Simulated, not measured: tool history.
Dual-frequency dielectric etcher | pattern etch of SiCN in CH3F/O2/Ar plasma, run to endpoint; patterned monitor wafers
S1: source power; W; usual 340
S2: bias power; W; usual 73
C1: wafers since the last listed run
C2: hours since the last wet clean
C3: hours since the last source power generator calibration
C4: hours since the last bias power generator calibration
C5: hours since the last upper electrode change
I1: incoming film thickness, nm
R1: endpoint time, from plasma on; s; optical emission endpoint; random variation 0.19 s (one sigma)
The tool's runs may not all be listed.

{"run": 1, "hour": 0.0, "S1": 340, "S2": 83, "C1": 0, "C2": 150.8, "C3": 1312.6, "C4": 1839.9, "C5": 512.5, "I1": 10.37, "R1": 30.4}
{"run": 2, "hour": 84.0, "S1": 340, "S2": 73, "C1": 996, "C2": 234.8, "C3": 1396.6, "C4": 1923.9, "C5": 596.5, "I1": 10.47, "R1": 31.6}
{"run": 3, "hour": 285.5, "S1": 340, "S2": 73, "C1": 2391, "C2": 436.3, "C3": 1598.1, "C4": 2125.4, "C5": 798.0, "I1": 10.33, "R1": 31.6}
{"run": 4, "hour": 365.8, "S1": 360, "S2": 73, "C1": 952, "C2": 516.6, "C3": 1678.4, "C4": 2205.7, "C5": 878.3, "I1": 10.42, "R1": 31.1}
{"run": 5, "hour": 408.7, "S1": 360, "S2": 73, "C1": 509, "C2": 559.5, "C3": 1721.3, "C4": 2248.6, "C5": 921.2, "I1": 10.42, "R1": 30.9}
{"hour": 512.2, "done": "wet clean of the chamber"}
{"run": 6, "hour": 512.7, "S1": 360, "S2": 73, "C1": 949, "C2": 0.5, "C3": 1825.3, "C4": 2352.6, "C5": 1025.2, "I1": 10.34, "R1": 31.0}
{"run": 7, "hour": 551.1, "S1": 340, "S2": 73, "C1": 455, "C2": 38.9, "C3": 1863.7, "C4": 2391.0, "C5": 1063.6, "I1": 10.21, "R1": 31.0}
{"run": 8, "hour": 620.8, "S1": 340, "S2": 73, "C1": 827, "C2": 108.6, "C3": 1933.4, "C4": 2460.7, "C5": 1133.3, "I1": 10.35, "R1": 31.5}
{"run": 9, "hour": 717.8, "S1": 340, "S2": 73, "C1": 1151, "C2": 205.6, "C3": 2030.4, "C4": 2557.7, "C5": 1230.3, "I1": 10.37, "R1": 31.2}
{"run": 10, "hour": 799.8, "S1": 280, "S2": 67, "C1": 973, "C2": 287.6, "C3": 2112.4, "C4": 2639.7, "C5": 1312.3, "I1": 10.35, "R1": 34.7}
{"run": 11, "hour": 896.7, "S1": 280, "S2": 67, "C1": 1149, "C2": 384.5, "C3": 2209.3, "C4": 2736.6, "C5": 1409.2, "I1": 10.4, "R1": 34.8}
{"run": 12, "hour": 993.0, "S1": 280, "S2": 67, "C1": 1142, "C2": 480.8, "C3": 2305.6, "C4": 2832.9, "C5": 1505.5, "I1": 10.42, "R1": 34.5}
{"run": 13, "hour": 1034.4, "S1": 340, "S2": 73, "C1": 491, "C2": 522.2, "C3": 2347.0, "C4": 2874.3, "C5": 1546.9, "I1": 10.28, "R1": 31.1}
{"run": 14, "hour": 1074.0, "S1": 390, "S2": 81, "C1": 469, "C2": 561.8, "C3": 2386.6, "C4": 2913.9, "C5": 1586.5, "I1": 10.46, "R1": 29.1}
{"hour": 1099.9, "done": "source power generator calibrated"}
{"run": 15, "hour": 1166.0, "S1": 340, "S2": 73, "C1": 1044, "C2": 653.8, "C3": 66.1, "C4": 3005.9, "C5": 1678.5, "I1": 10.45, "R1": 31.8}
{"run": 16, "hour": 1268.8, "S1": 300, "S2": 73, "C1": 1219, "C2": 756.6, "C3": 168.9, "C4": 3108.7, "C5": 1781.3, "I1": 10.47, "R1": 33.3}
{"run": 17, "hour": 1319.7, "S1": 340, "S2": 64, "C1": 604, "C2": 807.5, "C3": 219.8, "C4": 3159.6, "C5": 1832.2, "I1": 10.38, "R1": 32.6}
{"hour": 1366.1, "done": "wet clean of the chamber"}
{"run": 18, "hour": 1419.2, "S1": 400, "S2": 67, "C1": 895, "C2": 53.1, "C3": 319.3, "C4": 3259.1, "C5": 1931.7, "I1": 10.33, "R1": 30.1}
{"hour": 1448.3, "done": "upper electrode replaced"}
{"run": 19, "hour": 1486.4, "S1": 290, "S2": 81, "C1": 512, "C2": 120.3, "C3": 386.5, "C4": 3326.3, "C5": 38.1, "I1": 10.38, "R1": 32.4}
{"run": 20, "hour": 1545.1, "S1": 260, "S2": 73, "C1": 696, "C2": 179.0, "C3": 445.2, "C4": 3385.0, "C5": 96.8, "I1": 10.46, "R1": 35.4}
{"run": 21, "hour": 1867.9, "S1": 340, "S2": 73, "C1": 3830, "C2": 501.8, "C3": 768.0, "C4": 3707.8, "C5": 419.6, "I1": 10.44, "R1": 31.5}
{"run": 22, "hour": 1932.4, "S1": 300, "S2": 73, "C1": 765, "C2": 566.3, "C3": 832.5, "C4": 3772.3, "C5": 484.1, "I1": 10.43, "R1": 33.4}
{"run": 23, "hour": 1982.6, "S1": 340, "S2": 73, "C1": 595, "C2": 616.5, "C3": 882.7, "C4": 3822.5, "C5": 534.3, "I1": 10.36, "R1": 31.5}
{"run": 24, "hour": 2052.8, "S1": 380, "S2": 82, "C1": 833, "C2": 686.7, "C3": 952.9, "C4": 3892.7, "C5": 604.5, "I1": 10.45, "R1": 29.4}
{"hour": 2133.5, "done": "wet clean of the chamber"}
{"run": 25, "hour": 2158.2, "S1": 340, "S2": 83, "C1": 965, "C2": 24.7, "C3": 1058.3, "C4": 3998.1, "C5": 709.9, "I1": 10.38, "R1": 30.3}
{"run": 26, "hour": 2262.8, "S1": 340, "S2": 73, "C1": 1241, "C2": 129.3, "C3": 1162.9, "C4": 4102.7, "C5": 814.5, "I1": 10.3, "R1": 31.3}
{"hour": 2336.3, "done": "bias power generator calibrated"}
{"run": 27, "hour": 2362.5, "S1": 290, "S2": 73, "C1": 1135, "C2": 229.0, "C3": 1262.6, "C4": 26.2, "C5": 914.2, "I1": 10.33, "R1": 33.1}
{"run": 28, "hour": 2470.6, "S1": 340, "S2": 73, "C1": 1282, "C2": 337.1, "C3": 1370.7, "C4": 134.3, "C5": 1022.3, "I1": 10.51, "R1": 31.9}
{"run": 29, "hour": 2515.2, "S1": 370, "S2": 73, "C1": 529, "C2": 381.7, "C3": 1415.3, "C4": 178.9, "C5": 1066.9, "I1": 10.46, "R1": 30.6}
{"run": 30, "hour": 2600.9, "S1": 270, "S2": 73, "C1": 1016, "C2": 467.4, "C3": 1501.0, "C4": 264.6, "C5": 1152.6, "I1": 10.36, "R1": 34.1}
{"run": 31, "hour": 2685.0, "S1": 270, "S2": 63, "C1": 998, "C2": 551.5, "C3": 1585.1, "C4": 348.7, "C5": 1236.7, "I1": 10.36, "R1": 35.5}
{"run": 32, "hour": 2782.4, "S1": 380, "S2": 60, "C1": 1155, "C2": 648.9, "C3": 1682.5, "C4": 446.1, "C5": 1334.1, "I1": 10.46, "R1": 32.0}
{"run": 33, "hour": 2858.5, "S1": 310, "S2": 80, "C1": 903, "C2": 725.0, "C3": 1758.6, "C4": 522.2, "C5": 1410.2, "I1": 10.46, "R1": 32.4}
{"hour": 2898.4, "done": "wet clean of the chamber"}
{"run": 34, "hour": 2964.1, "S1": 400, "S2": 85, "C1": 968, "C2": 65.7, "C3": 1864.2, "C4": 627.8, "C5": 1515.8, "I1": 10.29, "R1": 28.3}
{"run": 35, "hour": 3178.5, "S1": 420, "S2": 58, "C1": 2544, "C2": 280.1, "C3": 2078.6, "C4": 842.2, "C5": 1730.2, "I1": 10.36, "R1": 31.1}
{"run": 36, "hour": 3280.0, "S1": 340, "S2": 73, "C1": 1204, "C2": 381.6, "C3": 2180.1, "C4": 943.7, "C5": 1831.7, "I1": 10.37, "R1": 31.5}

What the log doesn't show, run by run:
etch rate over this chamber's usual, %: 0 in every run
source power that arrives over what is set, %: 0 in every run
bias power that arrives over what is set, %: 0 in every run

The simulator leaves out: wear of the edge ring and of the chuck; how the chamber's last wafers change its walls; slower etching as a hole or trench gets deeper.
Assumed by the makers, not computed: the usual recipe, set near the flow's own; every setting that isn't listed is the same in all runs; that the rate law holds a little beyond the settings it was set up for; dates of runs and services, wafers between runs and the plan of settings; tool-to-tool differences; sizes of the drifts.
